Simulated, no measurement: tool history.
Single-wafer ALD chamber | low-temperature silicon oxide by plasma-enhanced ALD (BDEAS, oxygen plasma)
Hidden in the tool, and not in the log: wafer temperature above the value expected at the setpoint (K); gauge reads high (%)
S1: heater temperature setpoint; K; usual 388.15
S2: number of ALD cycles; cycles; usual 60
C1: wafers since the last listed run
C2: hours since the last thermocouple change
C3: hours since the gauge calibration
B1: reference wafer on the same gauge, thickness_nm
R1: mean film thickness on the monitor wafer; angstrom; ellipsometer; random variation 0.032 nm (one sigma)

{"run": 1, "hour": 0.0, "S1": 388.15, "S2": 60, "C1": 0, "C2": 1226.0, "C3": 1153.7, "B1": 10.046, "R1": 84.38}
{"run": 2, "hour": 97.2, "S1": 388.15, "S2": 60, "C1": 382, "C2": 1323.2, "C3": 1250.9, "B1": 10.015, "R1": 83.26}
{"run": 3, "hour": 188.1, "S1": 391.15, "S2": 66, "C1": 358, "C2": 1414.1, "C3": 1341.8, "B1": 10.015, "R1": 92.25}
{"run": 4, "hour": 423.0, "S1": 391.15, "S2": 66, "C1": 925, "C2": 1649.0, "C3": 1576.7, "B1": 9.971, "R1": 91.39}
{"run": 5, "hour": 494.2, "S1": 391.15, "S2": 66, "C1": 280, "C2": 1720.2, "C3": 1647.9, "B1": 9.982, "R1": 91.85}
{"run": 6, "hour": 546.7, "S1": 388.15, "S2": 62, "C1": 206, "C2": 1772.7, "C3": 1700.4, "B1": 9.978, "R1": 85.88}
{"run": 7, "hour": 641.4, "S1": 388.15, "S2": 62, "C1": 373, "C2": 1867.4, "C3": 1795.1, "B1": 9.956, "R1": 85.91}
{"hour": 724.4, "done": "thermocouple changed; heater temperature recalibrated"}
{"run": 8, "hour": 735.0, "S1": 388.15, "S2": 62, "C1": 337, "C2": 10.6, "C3": 1888.7, "B1": 9.965, "R1": 86.5}
{"run": 9, "hour": 840.2, "S1": 388.15, "S2": 60, "C1": 414, "C2": 115.8, "C3": 1993.9, "B1": 9.959, "R1": 83.11}
{"run": 10, "hour": 937.3, "S1": 388.15, "S2": 60, "C1": 382, "C2": 212.9, "C3": 2091.0, "B1": 9.951, "R1": 83.57}
{"run": 11, "hour": 1022.0, "S1": 388.15, "S2": 60, "C1": 333, "C2": 297.6, "C3": 2175.7, "B1": 9.959, "R1": 82.97}
{"run": 12, "hour": 1087.3, "S1": 388.15, "S2": 52, "C1": 257, "C2": 362.9, "C3": 2241.0, "B1": 9.952, "R1": 72.22}
{"run": 13, "hour": 1180.3, "S1": 379.15, "S2": 60, "C1": 366, "C2": 455.9, "C3": 2334.0, "B1": 9.947, "R1": 84.63}
{"run": 14, "hour": 1261.0, "S1": 379.15, "S2": 60, "C1": 317, "C2": 536.6, "C3": 2414.7, "B1": 9.951, "R1": 84.39}
{"hour": 1336.5, "done": "gauge calibrated"}
{"run": 15, "hour": 1361.1, "S1": 388.15, "S2": 60, "C1": 394, "C2": 636.7, "C3": 24.6, "B1": 10.378, "R1": 86.96}
{"run": 16, "hour": 1465.0, "S1": 388.15, "S2": 60, "C1": 409, "C2": 740.6, "C3": 128.5, "B1": 10.353, "R1": 87.43}
{"run": 17, "hour": 1546.2, "S1": 388.15, "S2": 60, "C1": 319, "C2": 821.8, "C3": 209.7, "B1": 10.34, "R1": 86.64}
{"run": 18, "hour": 1603.7, "S1": 388.15, "S2": 60, "C1": 226, "C2": 879.3, "C3": 267.2, "B1": 10.29, "R1": 86.16}
{"run": 19, "hour": 1669.1, "S1": 388.15, "S2": 60, "C1": 257, "C2": 944.7, "C3": 332.6, "B1": 10.295, "R1": 86.15}
{"run": 20, "hour": 1740.3, "S1": 388.15, "S2": 60, "C1": 280, "C2": 1015.9, "C3": 403.8, "B1": 10.249, "R1": 85.47}
{"run": 21, "hour": 1841.5, "S1": 402.15, "S2": 70, "C1": 398, "C2": 1117.1, "C3": 505.0, "B1": 10.227, "R1": 97.68}
{"run": 22, "hour": 1920.6, "S1": 388.15, "S2": 60, "C1": 311, "C2": 1196.2, "C3": 584.1, "B1": 10.176, "R1": 85.53}
{"run": 23, "hour": 1964.8, "S1": 375.15, "S2": 69, "C1": 174, "C2": 1240.4, "C3": 628.3, "B1": 10.187, "R1": 100.1}
{"run": 24, "hour": 2070.4, "S1": 401.15, "S2": 68, "C1": 416, "C2": 1346.0, "C3": 733.9, "B1": 10.171, "R1": 94.98}
{"run": 25, "hour": 2158.9, "S1": 388.15, "S2": 60, "C1": 348, "C2": 1434.5, "C3": 822.4, "B1": 10.159, "R1": 84.56}
{"run": 26, "hour": 2234.4, "S1": 388.15, "S2": 60, "C1": 297, "C2": 1510.0, "C3": 897.9, "B1": 10.13, "R1": 84.49}
{"run": 27, "hour": 2318.1, "S1": 395.15, "S2": 48, "C1": 329, "C2": 1593.7, "C3": 981.6, "B1": 10.118, "R1": 66.62}
{"run": 28, "hour": 2410.5, "S1": 383.15, "S2": 57, "C1": 364, "C2": 1686.1, "C3": 1074.0, "B1": 10.1, "R1": 81.02}
{"run": 29, "hour": 2490.4, "S1": 374.15, "S2": 56, "C1": 314, "C2": 1766.0, "C3": 1153.9, "B1": 10.113, "R1": 80.27}
{"run": 30, "hour": 2561.4, "S1": 388.15, "S2": 60, "C1": 279, "C2": 1837.0, "C3": 1224.9, "B1": 10.075, "R1": 84.69}
{"run": 31, "hour": 2597.5, "S1": 400.15, "S2": 65, "C1": 142, "C2": 1873.1, "C3": 1261.0, "B1": 10.079, "R1": 89.58}
{"hour": 2671.1, "done": "thermocouple changed; heater temperature recalibrated"}
{"run": 32, "hour": 2684.0, "S1": 388.15, "S2": 70, "C1": 309, "C2": 12.9, "C3": 1347.5, "B1": 10.075, "R1": 97.78}
{"run": 33, "hour": 2763.8, "S1": 374.15, "S2": 56, "C1": 314, "C2": 92.7, "C3": 1427.3, "B1": 10.056, "R1": 80.87}
{"run": 34, "hour": 2802.5, "S1": 400.15, "S2": 70, "C1": 152, "C2": 131.4, "C3": 1466.0, "B1": 10.071, "R1": 96.67}
{"run": 35, "hour": 2870.7, "S1": 383.15, "S2": 52, "C1": 268, "C2": 199.6, "C3": 1534.2, "B1": 10.034, "R1": 73.45}
{"run": 36, "hour": 2967.7, "S1": 396.15, "S2": 68, "C1": 382, "C2": 296.6, "C3": 1631.2, "B1": 10.033, "R1": 94.46}
{"run": 37, "hour": 3058.0, "S1": 388.15, "S2": 60, "C1": 355, "C2": 386.9, "C3": 1721.5, "B1": 10.026, "R1": 84.28}
{"run": 38, "hour": 3098.2, "S1": 392.15, "S2": 68, "C1": 158, "C2": 427.1, "C3": 1761.7, "B1": 10.033, "R1": 94.68}
{"run": 39, "hour": 3204.8, "S1": 377.15, "S2": 53, "C1": 420, "C2": 533.7, "C3": 1868.3, "B1": 10.032, "R1": 75.56}
{"run": 40, "hour": 3273.0, "S1": 388.15, "S2": 56, "C1": 268, "C2": 601.9, "C3": 1936.5, "B1": 10.011, "R1": 77.86}
{"run": 41, "hour": 3350.0, "S1": 388.15, "S2": 68, "C1": 303, "C2": 678.9, "C3": 2013.5, "B1": 10.012, "R1": 95.81}
{"run": 42, "hour": 3409.5, "S1": 382.15, "S2": 53, "C1": 234, "C2": 738.4, "C3": 2073.0, "B1": 10.0, "R1": 74.39}
{"run": 43, "hour": 3456.0, "S1": 398.15, "S2": 63, "C1": 183, "C2": 784.9, "C3": 2119.5, "B1": 9.994, "R1": 86.61}
{"run": 44, "hour": 3553.2, "S1": 388.15, "S2": 65, "C1": 382, "C2": 882.1, "C3": 2216.7, "B1": 10.008, "R1": 90.54}
{"run": 45, "hour": 3626.9, "S1": 395.15, "S2": 71, "C1": 290, "C2": 955.8, "C3": 2290.4, "B1": 10.003, "R1": 97.87}

5 ways to go on from here, each from the tool as it stands after run 45. What would each give?
{"run": "A", "hour": 3627.4, "S1": 388.15, "S2": 60, "C1": 1, "C2": 956.3, "C3": 2290.9, "B1": "?", "R1": "?"}
{"run": "B", "hour": 3627.4, "S1": 393.15, "S2": 70, "C1": 1, "C2": 956.3, "C3": 2290.9, "B1": "?", "R1": "?"}
{"run": "C", "hour": 3627.4, "S1": 395.15, "S2": 69, "C1": 1, "C2": 956.3, "C3": 2290.9, "B1": "?", "R1": "?"}
{"run": "D", "hour": 3627.4, "S1": 381.15, "S2": 54, "C1": 1, "C2": 956.3, "C3": 2290.9, "B1": "?", "R1": "?"}
{"run": "E", "hour": 3627.4, "S1": 388.15, "S2": 66, "C1": 1, "C2": 956.3, "C3": 2290.9, "B1": "?", "R1": "?"}

run=A B1=10.001 R1=83.80
run=B B1=10.001 R1=96.97
run=C B1=10.001 R1=95.27
run=D B1=10.001 R1=76.28
run=E B1=10.001 R1=92.18
Without the tool's hidden state the same runs would have given:
run=A R1=86.99
run=B R1=100.66
run=C R1=98.89
run=D R1=79.19
run=E R1=95.69
